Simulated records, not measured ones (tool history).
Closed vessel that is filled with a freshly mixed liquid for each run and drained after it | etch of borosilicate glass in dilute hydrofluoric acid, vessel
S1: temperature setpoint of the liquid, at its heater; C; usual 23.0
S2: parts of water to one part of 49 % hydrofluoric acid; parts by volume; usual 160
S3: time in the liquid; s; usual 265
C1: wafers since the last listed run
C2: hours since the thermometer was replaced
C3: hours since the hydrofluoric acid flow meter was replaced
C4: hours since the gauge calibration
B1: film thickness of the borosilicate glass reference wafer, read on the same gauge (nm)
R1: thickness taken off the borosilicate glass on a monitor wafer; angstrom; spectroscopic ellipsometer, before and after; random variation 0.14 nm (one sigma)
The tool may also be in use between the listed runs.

run 1 hour=0.0 | S1=25.5 S2=160 S3=265 | C1=0 C2=656.5 C3=1974.1 C4=312.3 | B1=121.35 | R1=431.3
run 2 hour=34.7 | S1=25.5 S2=160 S3=265 | C1=2775 C2=691.2 C3=2008.8 C4=347.0 | B1=121.48 | R1=431.7
run 3 hour=59.3 | S1=25.5 S2=160 S3=265 | C1=1967 C2=715.8 C3=2033.4 C4=371.6 | B1=121.56 | R1=430.3
run 4 hour=81.8 | S1=23.0 S2=160 S3=265 | C1=1799 C2=738.3 C3=2055.9 C4=394.1 | B1=121.65 | R1=390.9
run 5 hour=99.9 | S1=23.0 S2=160 S3=265 | C1=1447 C2=756.4 C3=2074.0 C4=412.2 | B1=121.70 | R1=395.7
run 6 hour=115.5 | S1=23.0 S2=160 S3=265 | C1=1247 C2=772.0 C3=2089.6 C4=427.8 | B1=121.79 | R1=393.3
run 7 hour=130.3 | S1=23.0 S2=160 S3=265 | C1=1183 C2=786.8 C3=2104.4 C4=442.6 | B1=121.85 | R1=394.0
-- hour=142.6 gauge calibrated
-- hour=150.0 thermometer replaced
run 8 hour=162.0 | S1=23.0 S2=160 S3=265 | C1=2455 C2=12.0 C3=2136.1 C4=19.4 | B1=120.16 | R1=386.1
run 9 hour=179.3 | S1=23.0 S2=160 S3=265 | C1=1383 C2=29.3 C3=2153.4 C4=36.7 | B1=120.21 | R1=391.1
run 10 hour=208.1 | S1=23.0 S2=160 S3=265 | C1=2303 C2=58.1 C3=2182.2 C4=65.5 | B1=120.32 | R1=386.9
run 11 hour=232.6 | S1=18.5 S2=120 S3=365 | C1=1959 C2=82.6 C3=2206.7 C4=90.0 | B1=120.40 | R1=625.0
run 12 hour=257.5 | S1=19.5 S2=130 S3=145 | C1=1991 C2=107.5 C3=2231.6 C4=114.9 | B1=120.51 | R1=236.2
run 13 hour=283.4 | S1=27.0 S2=115 S3=160 | C1=2071 C2=133.4 C3=2257.5 C4=140.8 | B1=120.60 | R1=401.7
run 14 hour=298.2 | S1=19.5 S2=195 S3=210 | C1=1183 C2=148.2 C3=2272.3 C4=155.6 | B1=120.65 | R1=214.6
run 15 hour=318.3 | S1=23.0 S2=125 S3=135 | C1=1607 C2=168.3 C3=2292.4 C4=175.7 | B1=120.72 | R1=263.8
-- hour=320.7 hydrofluoric acid flow meter replaced
run 16 hour=349.0 | S1=23.0 S2=160 S3=265 | C1=2375 C2=199.0 C3=28.3 C4=206.4 | B1=120.86 | R1=392.4
run 17 hour=364.1 | S1=18.0 S2=160 S3=265 | C1=1207 C2=214.1 C3=43.4 C4=221.5 | B1=120.90 | R1=322.1
run 18 hour=399.8 | S1=23.0 S2=160 S3=265 | C1=2855 C2=249.8 C3=79.1 C4=257.2 | B1=121.02 | R1=391.5
run 19 hour=418.3 | S1=19.0 S2=235 S3=390 | C1=1479 C2=268.3 C3=97.6 C4=275.7 | B1=121.08 | R1=312.3

Forecast run 20:
run 20 hour=449.3 | S1=24.5 S2=135 S3=310 | C1=2479 C2=299.3 C3=128.6 C4=306.7 | B1=? | R1=?

Run 20 gave B1 121.20, R1 590.4 angstrom.
Without the tool's hidden state the same run would have given R1 584.6 angstrom.

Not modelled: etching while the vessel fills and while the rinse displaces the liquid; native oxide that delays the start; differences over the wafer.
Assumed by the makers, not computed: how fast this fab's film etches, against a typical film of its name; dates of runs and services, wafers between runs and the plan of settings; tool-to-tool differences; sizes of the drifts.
